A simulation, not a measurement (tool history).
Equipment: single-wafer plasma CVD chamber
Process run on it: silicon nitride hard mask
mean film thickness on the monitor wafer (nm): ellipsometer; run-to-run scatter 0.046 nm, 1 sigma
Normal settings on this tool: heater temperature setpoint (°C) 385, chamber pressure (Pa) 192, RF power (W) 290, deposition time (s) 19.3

run     day  heater temperature setpoint (°C)  chamber pressure (Pa)  RF power (W)  deposition time (s)  read-back reference wafer on the same gauge, thickness_nm  mean film thickness on the monitor wafer (nm)
  1   0.000                               385                    192           290                 17.1                                                     23.230                                         17.380
  2   0.721                               385                    192           265                 19.3                                                     23.205                                         18.748
  3   1.021                               385                    192           265                 19.3                                                     23.203                                         18.733
  4   1.488                               385                    192           325                 20.2                                                     23.195                                         21.778
  5   1.800                               389                    192           290                 19.3                                                     23.220                                         19.596
  6   2.129                               385                    192           290                 19.3                                                     23.176                                         19.615
  7   2.829                               385                    192           290                 19.3                                                     23.213                                         19.589
      3.354  -- gauge calibrated
  8   3.896                               385                    192           290                 19.3                                                     23.205                                         19.597
  9   4.158                               385                    225           290                 19.3                                                     23.217                                         20.819
 10   4.562                               385                    225           290                 19.3                                                     23.196                                         20.782
 11   4.892                               385                    225           290                 19.3                                                     23.217                                         20.805
 12   5.146                               385                    192           320                 20.5                                                     23.200                                         21.872
 13   5.583                               380                    192           290                 19.3                                                     23.214                                         19.668
 14   6.108                               371                    192           290                 19.3                                                     23.220                                         19.667
 15   6.583                               385                    192           290                 19.3                                                     23.196                                         19.584
 16   7.188                               377                    232           345                 17.9                                                     23.196                                         21.375
      9.179  -- thermocouple changed; heater temperature recalibrated
 17   9.200                               390                    219           250                 22.4                                                     23.214                                         21.904
 18   9.567                               385                    192           245                 18.2                                                     23.213                                         16.761
     10.808  -- showerhead replaced, of another model than before
     10.862  -- RF generator calibrated
 19  10.917                               385                    192           290                 19.3                                                     23.169                                         19.138
 20  11.617                               396                    192           340                 19.3                                                     23.194                                         20.078
     11.821  -- gauge calibrated
     12.067  -- capacitance manometer re-zeroed and calibrated
 21  12.088                               385                    192           290                 19.3                                                     23.217                                         19.937
 22  12.208                               385                    192           290                 19.3                                                     23.192                                         19.969
 23  12.750                               399                    175           290                 17.7                                                     23.196                                         17.209
 24  13.196                               379                    220           235                 16.0                                                     23.191                                         16.456
 25  13.596                               385                    192           290                 19.3                                                     23.218                                         20.002
 26  14.271                               380                    209           320                 18.0                                                     23.200                                         20.173
 27  14.892                               397                    220           290                 19.3                                                     23.203                                         21.255
 28  15.262                               385                    192           290                 19.3                                                     23.195                                         19.955
 29  16.121                               385                    192           290                 19.3                                                     23.202                                         19.897

Below, each run's measurement less what the same run would have read without the hidden state. Both values contain the same run-to-run variation, but the gauge's scatter may not be the same in both:
The tool's hidden condition here consists of: wafer temperature above the value expected at the setpoint (K); delivered RF power above the setpoint (%); true pressure above the setpoint (%); gauge reads high (%).
run  mean film thickness on the monitor wafer (nm)
  1                                         -0.265
  2                                         -0.298
  3                                         -0.303
  4                                         -0.362
  5                                         -0.331
  6                                         -0.338
  7                                         -0.351
  8                                         -0.372
  9                                         -0.372
 10                                         -0.380
 11                                         -0.387
 12                                         -0.445
 13                                         -0.409
 14                                         -0.420
 15                                         -0.429
 16                                         -0.445
 17                                         -0.516
 18                                         -0.426
 19                                         -0.788
 20                                         -0.855
 21                                         -0.019
 22                                         -0.018
 23                                         -0.017
 24                                         -0.014
 25                                         -0.019
 26                                         -0.019
 27                                         -0.021
 28                                         -0.022
 29                                         -0.023

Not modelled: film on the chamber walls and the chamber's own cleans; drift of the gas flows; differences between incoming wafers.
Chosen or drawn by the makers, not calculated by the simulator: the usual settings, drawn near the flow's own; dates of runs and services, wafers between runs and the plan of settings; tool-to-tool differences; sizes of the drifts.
